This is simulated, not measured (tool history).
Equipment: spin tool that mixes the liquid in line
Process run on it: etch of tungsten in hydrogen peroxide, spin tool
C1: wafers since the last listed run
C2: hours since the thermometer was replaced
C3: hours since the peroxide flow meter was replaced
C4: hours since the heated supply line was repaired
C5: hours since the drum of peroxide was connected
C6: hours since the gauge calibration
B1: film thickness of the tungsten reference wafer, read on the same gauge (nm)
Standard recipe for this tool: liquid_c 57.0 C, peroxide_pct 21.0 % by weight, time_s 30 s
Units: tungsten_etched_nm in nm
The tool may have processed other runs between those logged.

Run 1, hour 0.0: usual settings; C1 0; C2 2712.2; C3 1588.6; C4 3438.1; C5 328.0; C6 40.8; B1 100.00. Result: tungsten_etched_nm 36.55 nm.
Run 2, hour 7.0: usual settings; C1 112; C2 2719.2; C3 1595.6; C4 3445.1; C5 335.0; C6 47.8; B1 100.00. Result: tungsten_etched_nm 35.47 nm.
Run 3, hour 14.6: usual settings; C1 121; C2 2726.8; C3 1603.2; C4 3452.7; C5 342.6; C6 55.4; B1 100.02. Result: tungsten_etched_nm 36.05 nm.
Run 4, hour 29.9: usual settings; C1 245; C2 2742.1; C3 1618.5; C4 3468.0; C5 357.9; C6 70.7; B1 99.98. Result: tungsten_etched_nm 36.73 nm.
Run 5, hour 46.2: usual settings but liquid_c 51.5 C, peroxide_pct 19.0 % by weight; C1 261; C2 2758.4; C3 1634.8; C4 3484.3; C5 374.2; C6 87.0; B1 100.00. Result: tungsten_etched_nm 24.81 nm.
Run 6, hour 53.3: usual settings but liquid_c 51.5 C, peroxide_pct 19.0 % by weight; C1 113; C2 2765.5; C3 1641.9; C4 3491.4; C5 381.3; C6 94.1; B1 100.01. Result: tungsten_etched_nm 24.51 nm.
Run 7, hour 62.5: usual settings but liquid_c 51.5 C, peroxide_pct 19.0 % by weight; C1 147; C2 2774.7; C3 1651.1; C4 3500.6; C5 390.5; C6 103.3; B1 99.99. Result: tungsten_etched_nm 25.04 nm.
At hour 70.4: peroxide flow meter replaced.
Run 8, hour 78.0: usual settings; C1 232; C2 2790.2; C3 7.6; C4 3516.1; C5 406.0; C6 118.8; B1 100.02. Result: tungsten_etched_nm 36.34 nm.
At hour 80.8: new drum of peroxide connected.
Run 9, hour 94.5: usual settings but peroxide_pct 15.0 % by weight, time_s 15 s; C1 248; C2 2806.7; C3 24.1; C4 3532.6; C5 13.7; C6 135.3; B1 100.02. Result: tungsten_etched_nm 15.11 nm.
At hour 105.2: thermometer replaced.
Run 10, hour 109.6: usual settings; C1 226; C2 4.4; C3 39.2; C4 3547.7; C5 28.8; C6 150.4; B1 99.99. Result: tungsten_etched_nm 36.53 nm.
At hour 120.2: gauge calibrated.
Run 11, hour 120.9: usual settings but peroxide_pct 18.5 % by weight; C1 181; C2 15.7; C3 50.5; C4 3559.0; C5 40.1; C6 0.7; B1 100.02. Result: tungsten_etched_nm 33.48 nm.
At hour 124.9: heated supply line repaired.
Run 12, hour 129.9: usual settings; C1 128; C2 24.7; C3 59.5; C4 5.0; C5 49.1; C6 9.7; B1 100.00. Result: tungsten_etched_nm 36.40 nm.
Run 13, hour 142.7: usual settings but peroxide_pct 16.0 % by weight; C1 205; C2 37.5; C3 72.3; C4 17.8; C5 61.9; C6 22.5; B1 100.02. Result: tungsten_etched_nm 31.48 nm.
Run 14, hour 158.7: usual settings but liquid_c 62.5 C, peroxide_pct 16.5 % by weight, time_s 15 s; C1 256; C2 53.5; C3 88.3; C4 33.8; C5 77.9; C6 38.5; B1 100.00. Result: tungsten_etched_nm 22.17 nm.
Run 15, hour 168.5: usual settings but liquid_c 51.5 C, peroxide_pct 17.0 % by weight, time_s 45 s; C1 157; C2 63.3; C3 98.1; C4 43.6; C5 87.7; C6 48.3; B1 100.01. Result: tungsten_etched_nm 35.27 nm.
Run 16, hour 179.1: usual settings but peroxide_pct 27.5 % by weight, time_s 40 s; C1 169; C2 73.9; C3 108.7; C4 54.2; C5 98.3; C6 58.9; B1 100.00. Result: tungsten_etched_nm 55.02 nm.
Run 17, hour 192.1: usual settings but liquid_c 47.5 C, time_s 35 s; C1 208; C2 86.9; C3 121.7; C4 67.2; C5 111.3; C6 71.9; B1 100.03. Result: tungsten_etched_nm 23.72 nm.

Describe how what the log doesn't record of the tool's condition differs between the last listed run preceding each entry between runs and the first listed run following it.
Between runs 7 and 8: peroxide flow meter replaced (hour 70.4)
  both runs share identical hidden conditions
Between runs 8 and 9: new drum of peroxide connected (hour 80.8)
  both runs share identical hidden conditions
Between runs 9 and 10: thermometer replaced (hour 105.2)
  both runs share identical hidden conditions
Between runs 10 and 11: gauge calibrated (hour 120.2)
  both runs share identical hidden conditions
Between runs 11 and 12: heated supply line repaired (hour 124.9)
  both runs share identical hidden conditions
